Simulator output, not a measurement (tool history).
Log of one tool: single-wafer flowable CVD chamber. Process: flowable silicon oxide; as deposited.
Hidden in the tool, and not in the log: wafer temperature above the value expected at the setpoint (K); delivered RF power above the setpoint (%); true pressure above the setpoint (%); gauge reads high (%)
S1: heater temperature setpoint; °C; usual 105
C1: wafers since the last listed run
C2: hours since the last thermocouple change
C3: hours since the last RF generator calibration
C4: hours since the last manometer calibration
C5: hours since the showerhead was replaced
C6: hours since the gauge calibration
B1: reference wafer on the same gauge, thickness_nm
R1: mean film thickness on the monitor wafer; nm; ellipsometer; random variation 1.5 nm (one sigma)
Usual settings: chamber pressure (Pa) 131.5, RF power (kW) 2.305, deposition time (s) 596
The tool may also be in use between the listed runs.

{"run": 1, "day": 0.0, "S1": 105, "chamber pressure (Pa)": 119.7, "RF power (kW)": 2.305, "deposition time (s)": 596, "C1": 0, "C2": 1675.3, "C3": 2041.6, "C4": 2359.2, "C5": 6942.6, "C6": 178.9, "B1": 453.474, "R1": 322.656}
{"run": 2, "day": 0.696, "S1": 105, "chamber pressure (Pa)": 131.5, "RF power (kW)": 2.195, "deposition time (s)": 596, "C1": 57, "C2": 1692.0, "C3": 2058.3, "C4": 2375.9, "C5": 6959.3, "C6": 195.6, "B1": 453.606, "R1": 350.02}
{"run": 3, "day": 1.771, "S1": 105, "chamber pressure (Pa)": 131.5, "RF power (kW)": 2.195, "deposition time (s)": 596, "C1": 88, "C2": 1717.8, "C3": 2084.1, "C4": 2401.7, "C5": 6985.1, "C6": 221.4, "B1": 453.804, "R1": 352.566}
{"run": 4, "day": 2.792, "S1": 105, "chamber pressure (Pa)": 131.5, "RF power (kW)": 2.305, "deposition time (s)": 596, "C1": 83, "C2": 1742.3, "C3": 2108.6, "C4": 2426.2, "C5": 7009.6, "C6": 245.9, "B1": 454.054, "R1": 353.944}
{"run": 5, "day": 3.833, "S1": 105, "chamber pressure (Pa)": 131.5, "RF power (kW)": 2.305, "deposition time (s)": 596, "C1": 85, "C2": 1767.3, "C3": 2133.6, "C4": 2451.2, "C5": 7034.6, "C6": 270.9, "B1": 453.91, "R1": 351.509}
{"run": 6, "day": 4.388, "S1": 105, "chamber pressure (Pa)": 131.5, "RF power (kW)": 2.305, "deposition time (s)": 596, "C1": 45, "C2": 1780.6, "C3": 2146.9, "C4": 2464.5, "C5": 7047.9, "C6": 284.2, "B1": 454.415, "R1": 349.423}
{"day": 6.475, "done": "capacitance manometer re-zeroed and calibrated"}
{"day": 7.929, "done": "thermocouple changed; heater temperature recalibrated"}
{"run": 7, "day": 7.95, "S1": 105, "chamber pressure (Pa)": 107.3, "RF power (kW)": 2.305, "deposition time (s)": 596, "C1": 237, "C2": 0.5, "C3": 2232.4, "C4": 35.4, "C5": 7133.4, "C6": 369.7, "B1": 453.243, "R1": 327.117}
{"run": 8, "day": 8.983, "S1": 105, "chamber pressure (Pa)": 107.3, "RF power (kW)": 2.305, "deposition time (s)": 596, "C1": 84, "C2": 25.3, "C3": 2257.2, "C4": 60.2, "C5": 7158.2, "C6": 394.5, "B1": 454.206, "R1": 328.262}
{"run": 9, "day": 10.075, "S1": 105, "chamber pressure (Pa)": 107.3, "RF power (kW)": 2.305, "deposition time (s)": 596, "C1": 89, "C2": 51.5, "C3": 2283.4, "C4": 86.4, "C5": 7184.4, "C6": 420.7, "B1": 454.503, "R1": 327.012}
{"run": 10, "day": 11.204, "S1": 117, "chamber pressure (Pa)": 158.5, "RF power (kW)": 2.305, "deposition time (s)": 596, "C1": 92, "C2": 78.6, "C3": 2310.5, "C4": 113.5, "C5": 7211.5, "C6": 447.8, "B1": 454.094, "R1": 309.133}
{"day": 12.021, "done": "showerhead replaced"}
{"run": 11, "day": 12.154, "S1": 105, "chamber pressure (Pa)": 131.5, "RF power (kW)": 2.195, "deposition time (s)": 596, "C1": 50, "C2": 101.4, "C3": 2333.3, "C4": 136.3, "C5": 3.2, "C6": 470.6, "B1": 454.304, "R1": 401.66}
{"run": 12, "day": 13.508, "S1": 109, "chamber pressure (Pa)": 131.5, "RF power (kW)": 1.845, "deposition time (s)": 596, "C1": 110, "C2": 133.9, "C3": 2365.8, "C4": 168.8, "C5": 35.7, "C6": 503.1, "B1": 453.438, "R1": 336.618}
{"run": 13, "day": 14.238, "S1": 105, "chamber pressure (Pa)": 131.5, "RF power (kW)": 2.305, "deposition time (s)": 596, "C1": 59, "C2": 151.4, "C3": 2383.3, "C4": 186.3, "C5": 53.2, "C6": 520.6, "B1": 453.903, "R1": 398.747}
{"day": 15.417, "done": "gauge calibrated"}
{"day": 15.738, "done": "RF generator calibrated"}
{"run": 14, "day": 15.758, "S1": 105, "chamber pressure (Pa)": 111.3, "RF power (kW)": 1.9, "deposition time (s)": 596, "C1": 97, "C2": 187.9, "C3": 0.5, "C4": 222.8, "C5": 89.7, "C6": 8.2, "B1": 454.207, "R1": 332.391}
{"run": 15, "day": 16.971, "S1": 110, "chamber pressure (Pa)": 131.5, "RF power (kW)": 2.705, "deposition time (s)": 596, "C1": 99, "C2": 217.0, "C3": 29.6, "C4": 251.9, "C5": 118.8, "C6": 37.3, "B1": 454.204, "R1": 336.761}

Run 16 comes next. What will it give?
{"run": 16, "day": 18.433, "S1": 105, "chamber pressure (Pa)": 131.5, "RF power (kW)": 2.305, "deposition time (s)": 563, "C1": 119, "C2": 252.1, "C3": 64.7, "C4": 287.0, "C5": 153.9, "C6": 72.4, "B1": "?", "R1": "?"}

{"run 16": {"B1": 453.094, "R1": 376.266}}
Without the tool's hidden state the same run would have given R1 370.577 nm.
